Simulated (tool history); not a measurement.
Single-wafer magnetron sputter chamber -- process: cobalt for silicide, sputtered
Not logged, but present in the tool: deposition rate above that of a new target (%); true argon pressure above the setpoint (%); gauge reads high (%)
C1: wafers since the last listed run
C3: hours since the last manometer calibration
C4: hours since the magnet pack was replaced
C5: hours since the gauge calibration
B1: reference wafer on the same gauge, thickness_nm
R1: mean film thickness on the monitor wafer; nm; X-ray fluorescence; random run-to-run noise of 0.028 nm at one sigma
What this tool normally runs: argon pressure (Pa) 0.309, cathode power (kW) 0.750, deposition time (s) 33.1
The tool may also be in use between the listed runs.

{"run": 1, "day": 0.0, "argon pressure (Pa)": 0.309, "cathode power (kW)": 0.75, "deposition time (s)": 33.1, "C1": 0, "wafers on the sputter target": 6418, "C3": 2298.5, "C4": 7405.4, "C5": 105.7, "B1": 14.903, "R1": 13.045}
{"run": 2, "day": 0.321, "argon pressure (Pa)": 0.309, "cathode power (kW)": 0.75, "deposition time (s)": 33.1, "C1": 152, "wafers on the sputter target": 6570, "C3": 2306.2, "C4": 7413.1, "C5": 113.4, "B1": 14.908, "R1": 13.013}
{"day": 0.525, "done": "gauge calibrated"}
{"run": 3, "day": 0.608, "argon pressure (Pa)": 0.273, "cathode power (kW)": 0.75, "deposition time (s)": 33.1, "C1": 136, "wafers on the sputter target": 6707, "C3": 2313.1, "C4": 7420.0, "C5": 2.0, "B1": 14.894, "R1": 12.987}
{"run": 4, "day": 1.092, "argon pressure (Pa)": 0.273, "cathode power (kW)": 0.75, "deposition time (s)": 33.1, "C1": 229, "wafers on the sputter target": 6936, "C3": 2324.7, "C4": 7431.6, "C5": 13.6, "B1": 14.893, "R1": 12.999}
{"run": 5, "day": 1.962, "argon pressure (Pa)": 0.273, "cathode power (kW)": 0.75, "deposition time (s)": 33.1, "C1": 413, "wafers on the sputter target": 7349, "C3": 2345.6, "C4": 7452.5, "C5": 34.5, "B1": 14.901, "R1": 13.022}
{"day": 2.688, "done": "capacitance manometer re-zeroed and calibrated"}
{"run": 6, "day": 2.708, "argon pressure (Pa)": 0.309, "cathode power (kW)": 0.75, "deposition time (s)": 35.4, "C1": 195, "wafers on the sputter target": 7545, "C3": 0.5, "C4": 7470.4, "C5": 52.4, "B1": 14.895, "R1": 13.774}
{"run": 7, "day": 2.954, "argon pressure (Pa)": 0.309, "cathode power (kW)": 0.75, "deposition time (s)": 33.1, "C1": 116, "wafers on the sputter target": 7662, "C3": 6.4, "C4": 7476.3, "C5": 58.3, "B1": 14.908, "R1": 12.855}
{"day": 3.529, "done": "magnet pack replaced, of another model than before"}
{"run": 8, "day": 3.55, "argon pressure (Pa)": 0.309, "cathode power (kW)": 0.75, "deposition time (s)": 33.1, "C1": 124, "wafers on the sputter target": 7787, "C3": 20.7, "C4": 0.5, "C5": 72.6, "B1": 14.893, "R1": 12.862}
{"run": 9, "day": 3.904, "argon pressure (Pa)": 0.273, "cathode power (kW)": 0.75, "deposition time (s)": 33.1, "C1": 168, "wafers on the sputter target": 7955, "C3": 29.2, "C4": 9.0, "C5": 81.1, "B1": 14.902, "R1": 12.966}
{"day": 4.733, "done": "sputter target and shields replaced"}
{"run": 10, "day": 4.754, "argon pressure (Pa)": 0.418, "cathode power (kW)": 0.75, "deposition time (s)": 37.4, "C1": 245, "wafers on the sputter target": 8, "C3": 49.6, "C4": 29.4, "C5": 101.5, "B1": 14.894, "R1": 14.563}
{"day": 4.954, "done": "gauge calibrated"}
{"run": 11, "day": 5.171, "argon pressure (Pa)": 0.309, "cathode power (kW)": 0.75, "deposition time (s)": 33.1, "C1": 197, "wafers on the sputter target": 206, "C3": 59.6, "C4": 39.4, "C5": 5.2, "B1": 14.903, "R1": 13.336}
{"run": 12, "day": 5.55, "argon pressure (Pa)": 0.192, "cathode power (kW)": 0.65, "deposition time (s)": 33.1, "C1": 180, "wafers on the sputter target": 386, "C3": 68.7, "C4": 48.5, "C5": 14.3, "B1": 14.897, "R1": 12.492}
{"run": 13, "day": 6.279, "argon pressure (Pa)": 0.226, "cathode power (kW)": 0.7, "deposition time (s)": 31.4, "C1": 346, "wafers on the sputter target": 732, "C3": 86.2, "C4": 66.0, "C5": 31.8, "B1": 14.89, "R1": 12.317}
{"run": 14, "day": 6.542, "argon pressure (Pa)": 0.198, "cathode power (kW)": 0.6, "deposition time (s)": 37.8, "C1": 124, "wafers on the sputter target": 857, "C3": 92.5, "C4": 72.3, "C5": 38.1, "B1": 14.921, "R1": 13.464}
{"run": 15, "day": 7.075, "argon pressure (Pa)": 0.433, "cathode power (kW)": 0.75, "deposition time (s)": 33.1, "C1": 253, "wafers on the sputter target": 1110, "C3": 105.3, "C4": 85.1, "C5": 50.9, "B1": 14.898, "R1": 12.818}
{"run": 16, "day": 7.838, "argon pressure (Pa)": 0.222, "cathode power (kW)": 0.9, "deposition time (s)": 28.1, "C1": 361, "wafers on the sputter target": 1472, "C3": 123.6, "C4": 103.4, "C5": 69.2, "B1": 14.909, "R1": 13.23}

Difference, measured minus no-hidden-state, one row per run. Run-to-run variation is common to both terms; the gauge's own scatter need not be:
run=1 R1=-0.329
run=2 R1=-0.341
run=3 R1=-0.352
run=4 R1=-0.371
run=5 R1=-0.410
run=6 R1=-0.470
run=7 R1=-0.450
run=8 R1=-0.480
run=9 R1=-0.501
run=10 R1=-0.009
run=11 R1=-0.009
run=12 R1=-0.009
run=13 R1=-0.011
run=14 R1=-0.013
run=15 R1=-0.015
run=16 R1=-0.022

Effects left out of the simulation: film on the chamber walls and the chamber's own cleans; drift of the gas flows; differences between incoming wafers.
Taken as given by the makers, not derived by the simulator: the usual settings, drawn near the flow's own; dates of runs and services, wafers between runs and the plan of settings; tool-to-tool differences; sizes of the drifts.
